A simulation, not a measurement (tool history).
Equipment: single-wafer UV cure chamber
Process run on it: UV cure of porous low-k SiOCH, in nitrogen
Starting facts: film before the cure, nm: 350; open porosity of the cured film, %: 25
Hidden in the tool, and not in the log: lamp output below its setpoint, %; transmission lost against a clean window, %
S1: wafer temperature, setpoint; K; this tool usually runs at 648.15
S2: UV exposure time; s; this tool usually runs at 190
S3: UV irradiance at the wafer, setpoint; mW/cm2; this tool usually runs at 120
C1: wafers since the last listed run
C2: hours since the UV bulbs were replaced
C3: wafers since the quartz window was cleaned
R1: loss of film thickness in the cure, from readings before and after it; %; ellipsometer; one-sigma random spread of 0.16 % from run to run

| run | day | S1 | S2 | S3 | C1 | C2 | C3 | R1 |
|---|---|---|---|---|---|---|---|---|
| 1 | 0.000 | 648.15 | 190 | 120 | 0 | 644.9 | 2023 | 10.929 |
| 2 | 0.917 | 648.15 | 190 | 120 | 182 | 666.9 | 2205 | 10.995 |
|  | 1.721 | quartz window cleaned |
| 3 | 3.167 | 654.15 | 215 | 120 | 380 | 720.9 | 287 | 11.713 |
| 4 | 4.521 | 654.15 | 215 | 120 | 269 | 753.4 | 556 | 11.406 |
| 5 | 5.242 | 654.15 | 215 | 120 | 143 | 770.7 | 699 | 11.301 |
| 6 | 6.712 | 648.15 | 270 | 120 | 292 | 806.0 | 992 | 12.357 |
| 7 | 7.846 | 648.15 | 190 | 120 | 225 | 833.2 | 1217 | 10.861 |
| 8 | 8.888 | 663.15 | 190 | 120 | 206 | 858.2 | 1424 | 11.028 |
| 9 | 9.550 | 637.15 | 190 | 120 | 131 | 874.1 | 1555 | 10.638 |
| 10 | 10.296 | 648.15 | 190 | 120 | 148 | 892.0 | 1704 | 10.842 |
| 11 | 11.300 | 648.15 | 190 | 120 | 199 | 916.1 | 1903 | 10.601 |
| 12 | 12.454 | 655.15 | 190 | 120 | 229 | 943.8 | 2132 | 10.825 |
|  | 13.196 | quartz window cleaned |
| 13 | 13.217 | 655.15 | 190 | 120 | 85 | 962.1 | 4 | 10.540 |
| 14 | 14.138 | 655.15 | 190 | 120 | 182 | 984.2 | 187 | 10.464 |
| 15 | 14.808 | 648.15 | 190 | 120 | 133 | 1000.3 | 320 | 10.623 |
| 16 | 15.692 | 648.15 | 190 | 120 | 175 | 1021.5 | 495 | 10.469 |
| 17 | 16.992 | 648.15 | 190 | 120 | 258 | 1052.7 | 754 | 10.441 |
| 18 | 17.946 | 648.15 | 190 | 145 | 189 | 1075.6 | 943 | 11.372 |
| 19 | 18.592 | 648.15 | 190 | 120 | 128 | 1091.1 | 1072 | 10.360 |
| 20 | 19.538 | 648.15 | 190 | 120 | 187 | 1113.8 | 1259 | 10.402 |
| 21 | 20.771 | 648.15 | 190 | 120 | 245 | 1143.4 | 1505 | 10.361 |
| 22 | 22.167 | 648.15 | 270 | 100 | 277 | 1176.9 | 1782 | 11.048 |
|  | 22.879 | UV bulbs replaced |
| 23 | 23.542 | 663.15 | 190 | 146 | 206 | 15.9 | 1989 | 12.538 |
| 24 | 24.192 | 657.15 | 285 | 120 | 129 | 31.5 | 2118 | 13.745 |
|  | 24.862 | quartz window cleaned |
| 25 | 25.246 | 664.15 | 230 | 95 | 143 | 56.8 | 76 | 11.745 |
| 26 | 25.967 | 648.15 | 150 | 137 | 143 | 74.1 | 219 | 11.080 |
| 27 | 27.225 | 648.15 | 190 | 120 | 250 | 104.3 | 469 | 11.661 |
| 28 | 28.296 | 648.15 | 110 | 97 | 212 | 130.0 | 682 | 8.171 |
| 29 | 28.833 | 639.15 | 280 | 130 | 106 | 142.9 | 788 | 13.592 |
| 30 | 29.850 | 654.15 | 190 | 141 | 202 | 167.3 | 990 | 11.850 |

For run 31, what comes out?
| 31 | 30.438 | 648.15 | 190 | 120 | 116 | 181.4 | 1107 | ? |

{"run 31": {"R1": 11.323}}
Take away the tool's hidden state, keep the run-to-run variation as it was, and the same run would have given R1 11.573 %.
